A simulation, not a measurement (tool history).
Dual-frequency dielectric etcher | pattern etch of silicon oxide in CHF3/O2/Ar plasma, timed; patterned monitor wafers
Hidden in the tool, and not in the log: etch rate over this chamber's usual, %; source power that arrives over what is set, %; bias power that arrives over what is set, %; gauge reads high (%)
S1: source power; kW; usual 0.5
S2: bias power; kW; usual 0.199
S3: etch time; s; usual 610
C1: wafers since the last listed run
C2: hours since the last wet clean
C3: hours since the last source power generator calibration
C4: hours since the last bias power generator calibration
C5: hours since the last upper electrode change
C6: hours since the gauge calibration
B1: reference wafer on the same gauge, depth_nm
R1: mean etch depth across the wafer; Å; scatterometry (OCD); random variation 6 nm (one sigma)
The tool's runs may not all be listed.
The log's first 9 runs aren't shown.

run   hour    S1     S2     S3  C1     C2     C3     C4      C5     C6      B1     R1
 10  109.9  0.61  0.212    610  39    569   3793  120.9  5606.4  100.7  1230.3  12493
 11  127.9  0.55  0.199    610  62    587   3811  138.9  5624.4  118.7    1229  11891
     151.2  -- source power generator calibrated
     159.9  -- wet clean of the chamber
 12  160.4   0.4  0.223  554.5  69    0.5    9.2  171.4  5656.9  151.2  1230.7   9756
 13  160.9   0.5  0.199    610   1      1    9.7  171.9  5657.4  151.7  1229.8  11213
 14  161.4  0.46  0.218    563   1    1.5   10.2  172.4  5657.9  152.2  1229.5  10290
 15  174.8   0.6  0.199    610  46   14.9   23.6  185.8  5671.3  165.6  1230.3  11920
     203.2  -- upper electrode replaced
 16  203.7   0.4  0.223  554.5  17   43.8   52.5  214.7     0.5  194.5  1230.9   9749
 17  204.2   0.5  0.244    610   1   44.3     53  215.2       1    195  1229.5  11611
 18  211.3  0.59  0.217    734  24   51.4   60.1  222.3     8.1  202.1  1229.2  14628
 19  223.7   0.5  0.199    610  43   63.8   72.5  234.7    20.5  214.5  1231.5  11182
 20  236.6  0.59  0.199    610  45   76.7   85.4  247.6    33.4  227.4  1230.4  11885
 21    254   0.5  0.199  473.5  60   94.1  102.8    265    50.8  244.8  1230.6   8818
     258.3  -- gauge calibrated
 22  263.7  0.62  0.199    758  33  103.8  112.5  274.7    60.5    5.4  1230.6  15037
 23  277.8  0.39  0.151    610  49  117.9  126.6  288.8    74.6   19.5  1230.7   9780
 24  291.1   0.5  0.199    610  46  131.2  139.9  302.1    87.9   32.8  1228.9  11275
 25  304.5  0.54  0.199    610  46  144.6  153.3  315.5   101.3   46.2  1230.7  11516
 26  313.8   0.6  0.199    442  32  153.9  162.6  324.8   110.6   55.5  1228.9   8686
 27  328.8  0.44   0.22    610  52  168.9  177.6  339.8   125.6   70.5  1229.9  10997
 28  337.9   0.5  0.199    472  31    178  186.7  348.9   134.7   79.6  1229.7   8748
 29  349.8   0.5  0.199    610  41  189.9  198.6  360.8   146.6   91.5  1230.4  11305
 30    366   0.5  0.218    610  56  206.1  214.8    377   162.8  107.7  1230.8  11482

The next listed run, before its measurement:
 31  375.8  0.5  0.156  457.5  34  215.9  224.6  386.8  172.6  117.5   ?   ?

Run 31 gave B1 1229.8, R1 8108 Å.
Without the tool's hidden state the same run would have given R1 8004 Å.
